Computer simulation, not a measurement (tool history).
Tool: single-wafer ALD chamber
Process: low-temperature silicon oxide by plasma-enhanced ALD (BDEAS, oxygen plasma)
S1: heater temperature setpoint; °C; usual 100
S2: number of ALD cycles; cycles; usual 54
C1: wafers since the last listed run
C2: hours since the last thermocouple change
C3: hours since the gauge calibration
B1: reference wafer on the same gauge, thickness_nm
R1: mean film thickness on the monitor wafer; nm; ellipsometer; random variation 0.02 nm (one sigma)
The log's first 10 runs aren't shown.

{"run": 11, "day": 22.779, "S1": 100, "S2": 54, "C1": 178, "C2": 212.8, "C3": 1443.3, "B1": 7.401, "R1": 8.052}
{"run": 12, "day": 24.296, "S1": 100, "S2": 54, "C1": 124, "C2": 249.2, "C3": 1479.7, "B1": 7.398, "R1": 8.002}
{"run": 13, "day": 26.158, "S1": 109, "S2": 54, "C1": 152, "C2": 293.9, "C3": 1524.4, "B1": 7.4, "R1": 7.854}
{"run": 14, "day": 28.112, "S1": 109, "S2": 54, "C1": 160, "C2": 340.8, "C3": 1571.3, "B1": 7.402, "R1": 7.863}
{"run": 15, "day": 29.417, "S1": 100, "S2": 49, "C1": 106, "C2": 372.1, "C3": 1602.6, "B1": 7.401, "R1": 7.24}
{"run": 16, "day": 31.212, "S1": 100, "S2": 49, "C1": 147, "C2": 415.2, "C3": 1645.7, "B1": 7.398, "R1": 7.271}
{"run": 17, "day": 33.121, "S1": 100, "S2": 49, "C1": 156, "C2": 461.0, "C3": 1691.5, "B1": 7.401, "R1": 7.277}
{"run": 18, "day": 38.842, "S1": 100, "S2": 54, "C1": 468, "C2": 598.3, "C3": 1828.8, "B1": 7.399, "R1": 7.977}
{"run": 19, "day": 40.662, "S1": 100, "S2": 54, "C1": 149, "C2": 642.0, "C3": 1872.5, "B1": 7.407, "R1": 7.968}
{"run": 20, "day": 42.233, "S1": 100, "S2": 54, "C1": 128, "C2": 679.7, "C3": 1910.2, "B1": 7.403, "R1": 8.012}
{"run": 21, "day": 44.55, "S1": 108, "S2": 54, "C1": 189, "C2": 735.3, "C3": 1965.8, "B1": 7.402, "R1": 7.852}
{"run": 22, "day": 45.975, "S1": 108, "S2": 60, "C1": 116, "C2": 769.5, "C3": 2000.0, "B1": 7.402, "R1": 8.698}
{"run": 23, "day": 47.271, "S1": 87, "S2": 54, "C1": 106, "C2": 800.6, "C3": 2031.1, "B1": 7.398, "R1": 8.279}
{"day": 48.529, "done": "gauge calibrated"}
{"run": 24, "day": 51.762, "S1": 105, "S2": 58, "C1": 367, "C2": 908.4, "C3": 77.6, "B1": 7.399, "R1": 8.478}
{"run": 25, "day": 54.179, "S1": 100, "S2": 46, "C1": 197, "C2": 966.4, "C3": 135.6, "B1": 7.398, "R1": 6.748}
{"run": 26, "day": 55.312, "S1": 105, "S2": 44, "C1": 92, "C2": 993.6, "C3": 162.8, "B1": 7.395, "R1": 6.388}
{"day": 56.617, "done": "thermocouple changed; heater temperature recalibrated"}
{"run": 27, "day": 56.638, "S1": 88, "S2": 50, "C1": 81, "C2": 0.5, "C3": 194.6, "B1": 7.399, "R1": 7.748}

Run 28 comes next. What will it give?
{"run": 28, "day": 58.629, "S1": 100, "S2": 54, "C1": 163, "C2": 48.3, "C3": 242.4, "B1": "?", "R1": "?"}

{"run 28": {"B1": 7.397, "R1": 7.991}}
Without the tool's hidden state the same run would have given R1 7.990 nm.
